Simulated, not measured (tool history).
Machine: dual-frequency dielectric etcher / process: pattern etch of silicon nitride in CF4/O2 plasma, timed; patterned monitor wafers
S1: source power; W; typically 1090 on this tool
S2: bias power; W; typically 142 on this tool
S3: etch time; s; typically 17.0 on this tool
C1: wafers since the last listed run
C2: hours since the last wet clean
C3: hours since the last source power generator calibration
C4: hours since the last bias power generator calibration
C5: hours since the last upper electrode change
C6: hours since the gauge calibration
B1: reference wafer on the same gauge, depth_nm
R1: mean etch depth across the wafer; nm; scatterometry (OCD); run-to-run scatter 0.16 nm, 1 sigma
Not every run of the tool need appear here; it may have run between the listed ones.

| run | day | S1 | S2 | S3 | C1 | C2 | C3 | C4 | C5 | C6 | B1 | R1 |
|---|---|---|---|---|---|---|---|---|---|---|---|---|
| 1 | 0.000 | 1090 | 142 | 17.0 | 0 | 197.7 | 3917.2 | 2368.7 | 4440.1 | 155.3 | 53.8 | 58.8 |
| 2 | 2.858 | 1090 | 142 | 17.0 | 1538 | 266.3 | 3985.8 | 2437.3 | 4508.7 | 223.9 | 53.8 | 58.8 |
| 3 | 5.333 | 1090 | 142 | 17.0 | 1332 | 325.7 | 4045.2 | 2496.7 | 4568.1 | 283.3 | 53.8 | 59.1 |
| 4 | 8.183 | 1090 | 142 | 17.0 | 1534 | 394.1 | 4113.6 | 2565.1 | 4636.5 | 351.7 | 53.8 | 59.0 |
| 5 | 9.954 | 1090 | 142 | 17.0 | 953 | 436.6 | 4156.1 | 2607.6 | 4679.0 | 394.2 | 53.8 | 59.2 |
| 6 | 11.892 | 1090 | 142 | 17.0 | 1043 | 483.1 | 4202.6 | 2654.1 | 4725.5 | 440.7 | 53.8 | 59.0 |
|  | 14.712 | gauge calibrated |
|  | 17.154 | wet clean of the chamber |
|  | 19.758 | bias power generator calibrated |
| 7 | 20.238 | 1090 | 142 | 17.0 | 3865 | 74.0 | 4402.9 | 11.5 | 4925.8 | 132.6 | 53.8 | 57.9 |
|  | 21.350 | upper electrode replaced |
| 8 | 23.171 | 1090 | 142 | 17.0 | 1040 | 144.4 | 4473.3 | 81.9 | 43.7 | 203.0 | 53.8 | 58.1 |
| 9 | 25.762 | 1090 | 142 | 17.0 | 1395 | 206.6 | 4535.5 | 144.1 | 105.9 | 265.2 | 53.9 | 58.1 |
| 10 | 27.379 | 860 | 167 | 20.5 | 870 | 245.4 | 4574.3 | 182.9 | 144.7 | 304.0 | 53.9 | 59.3 |
| 11 | 29.533 | 1090 | 142 | 21.5 | 1159 | 297.1 | 4626.0 | 234.6 | 196.4 | 355.7 | 53.8 | 73.7 |
|  | 29.875 | source power generator calibrated |
| 12 | 30.925 | 1090 | 127 | 17.0 | 659 | 330.5 | 25.2 | 268.0 | 229.8 | 389.1 | 53.8 | 54.5 |
| 13 | 33.717 | 1090 | 177 | 14.5 | 1502 | 397.5 | 92.2 | 335.0 | 296.8 | 456.1 | 53.8 | 55.5 |
|  | 35.471 | gauge calibrated |
| 14 | 36.492 | 1090 | 142 | 17.0 | 1493 | 464.1 | 158.8 | 401.6 | 363.4 | 24.5 | 53.8 | 58.4 |
|  | 39.267 | wet clean of the chamber |
| 15 | 39.358 | 900 | 162 | 18.5 | 1004 | 2.2 | 227.6 | 470.4 | 432.2 | 93.3 | 53.9 | 55.3 |
| 16 | 40.808 | 1090 | 174 | 17.0 | 780 | 37.0 | 262.4 | 505.2 | 467.0 | 128.1 | 53.8 | 64.7 |
| 17 | 43.633 | 1190 | 114 | 12.0 | 1520 | 104.8 | 330.2 | 573.0 | 534.8 | 195.9 | 53.8 | 39.9 |
| 18 | 45.242 | 1230 | 161 | 19.5 | 865 | 143.4 | 368.8 | 611.6 | 573.4 | 234.5 | 53.8 | 80.9 |
| 19 | 47.542 | 1090 | 142 | 17.0 | 1238 | 198.6 | 424.0 | 666.8 | 628.6 | 289.7 | 53.8 | 57.9 |

Subtracting, for every run, the result it would have given without the tool's unlogged condition from the measured result gives the following. The same run-to-run variation enters both numbers; the gauge's scatter may not:
What the log doesn't record here: etch rate over this chamber's usual, %; source power that arrives over what is set, %; bias power that arrives over what is set, %; gauge reads high (%).
| run | R1 |
|---|---|
| 1 | +0.9 |
| 2 | +0.9 |
| 3 | +1.0 |
| 4 | +1.1 |
| 5 | +1.1 |
| 6 | +1.1 |
| 7 | +0.2 |
| 8 | +0.2 |
| 9 | +0.2 |
| 10 | +0.3 |
| 11 | +0.3 |
| 12 | +0.2 |
| 13 | +0.2 |
| 14 | +0.3 |
| 15 | +0.3 |
| 16 | +0.3 |
| 17 | +0.2 |
| 18 | +0.4 |
| 19 | +0.3 |

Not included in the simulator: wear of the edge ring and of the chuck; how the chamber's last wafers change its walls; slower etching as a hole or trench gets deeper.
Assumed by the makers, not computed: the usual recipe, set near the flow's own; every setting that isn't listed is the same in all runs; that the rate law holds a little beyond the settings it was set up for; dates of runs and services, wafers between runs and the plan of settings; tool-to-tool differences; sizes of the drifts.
